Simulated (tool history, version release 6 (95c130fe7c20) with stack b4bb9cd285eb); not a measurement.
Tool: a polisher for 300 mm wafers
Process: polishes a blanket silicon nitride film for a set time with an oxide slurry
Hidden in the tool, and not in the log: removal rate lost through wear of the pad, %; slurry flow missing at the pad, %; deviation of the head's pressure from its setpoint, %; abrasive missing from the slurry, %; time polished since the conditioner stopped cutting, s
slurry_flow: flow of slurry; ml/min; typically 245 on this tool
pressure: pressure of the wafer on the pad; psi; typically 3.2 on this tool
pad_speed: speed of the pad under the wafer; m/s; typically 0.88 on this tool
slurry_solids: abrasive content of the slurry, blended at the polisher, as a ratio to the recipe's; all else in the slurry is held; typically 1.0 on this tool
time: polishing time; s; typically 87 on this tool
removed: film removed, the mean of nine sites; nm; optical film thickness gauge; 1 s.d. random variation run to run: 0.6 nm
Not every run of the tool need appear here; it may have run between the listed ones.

| run | hour | slurry_flow | pressure | pad_speed | slurry_solids | time | wafers since the last listed run | wafers polished on this pad | hours since the slurry nozzle was cleaned | hours since the head pressure was calibrated | hours since the slurry blender was calibrated | hours since the conditioning disc was replaced | incoming thickness of the incoming film, nm | removed |
|---|---|---|---|---|---|---|---|---|---|---|---|---|---|---|
| 1 | 0.0 | 245 | 3.2 | 1.02 | 1.0 | 87 | 0 | 3 | 31.2 | 27.7 | 48.7 | 26.0 | 522.4 | 55.0 |
| 2 | 12.2 | 245 | 3.2 | 1.02 | 1.0 | 87 | 94 | 98 | 43.4 | 39.9 | 60.9 | 38.2 | 512.4 | 54.0 |
| 3 | 21.8 | 245 | 3.2 | 0.80 | 1.0 | 87 | 74 | 172 | 53.0 | 49.5 | 70.5 | 47.8 | 516.4 | 48.2 |
| 4 | 27.9 | 245 | 3.2 | 0.80 | 1.0 | 87 | 47 | 220 | 59.1 | 55.6 | 76.6 | 53.9 | 509.6 | 47.5 |
| 5 | 36.5 | 245 | 3.2 | 1.04 | 1.0 | 87 | 66 | 286 | 67.7 | 64.2 | 85.2 | 62.5 | 516.4 | 52.9 |
| 6 | 53.9 | 310 | 3.5 | 0.60 | 1.0 | 79 | 134 | 421 | 85.1 | 81.6 | 102.6 | 79.9 | 511.6 | 40.9 |
| 7 | 70.6 | 245 | 3.2 | 1.04 | 1.0 | 87 | 129 | 551 | 101.8 | 98.3 | 119.3 | 96.6 | 526.2 | 53.3 |
| 8 | 82.3 | 245 | 3.2 | 0.88 | 1.0 | 87 | 90 | 642 | 113.5 | 110.0 | 131.0 | 108.3 | 518.2 | 48.0 |
| 9 | 89.6 | 245 | 3.2 | 0.88 | 1.0 | 87 | 56 | 698 | 120.8 | 117.3 | 138.3 | 115.6 | 523.0 | 48.1 |
| 10 | 101.6 | 245 | 3.2 | 1.00 | 1.0 | 78 | 93 | 791 | 132.8 | 129.3 | 150.3 | 127.6 | 526.2 | 46.0 |
|  | 110.3 | worn pad replaced by a new one |
| 11 | 116.8 | 325 | 2.4 | 0.74 | 1.1 | 87 | 86 | 50 | 148.0 | 144.5 | 165.5 | 142.8 | 523.3 | 37.2 |
| 12 | 131.2 | 170 | 4.0 | 0.70 | 1.1 | 87 | 111 | 162 | 162.4 | 158.9 | 179.9 | 157.2 | 508.9 | 54.3 |
| 13 | 146.8 | 245 | 3.2 | 0.88 | 1.0 | 78 | 120 | 283 | 178.0 | 174.5 | 195.5 | 172.8 | 521.4 | 43.4 |
| 14 | 154.6 | 165 | 3.2 | 0.88 | 1.3 | 87 | 60 | 343 | 185.8 | 182.3 | 203.3 | 180.6 | 523.2 | 52.8 |
| 15 | 165.6 | 245 | 3.2 | 0.88 | 1.0 | 87 | 85 | 428 | 196.8 | 193.3 | 214.3 | 191.6 | 522.8 | 46.5 |
| 16 | 174.1 | 245 | 3.7 | 0.88 | 1.2 | 87 | 65 | 494 | 205.3 | 201.8 | 222.8 | 200.1 | 520.6 | 57.8 |
| 17 | 182.7 | 245 | 3.2 | 0.88 | 1.0 | 87 | 66 | 561 | 213.9 | 210.4 | 231.4 | 208.7 | 512.5 | 47.7 |

Predict the results of run 18:
| 18 | 199.3 | 245 | 3.2 | 0.88 | 1.0 | 87 | 128 | 690 | 230.5 | 227.0 | 248.0 | 225.3 | 518.6 | ? |

removed: 47.2 nm
Were there no unlogged condition in the tool, this run, its random variation unchanged, would have produced removed 51.9 nm.
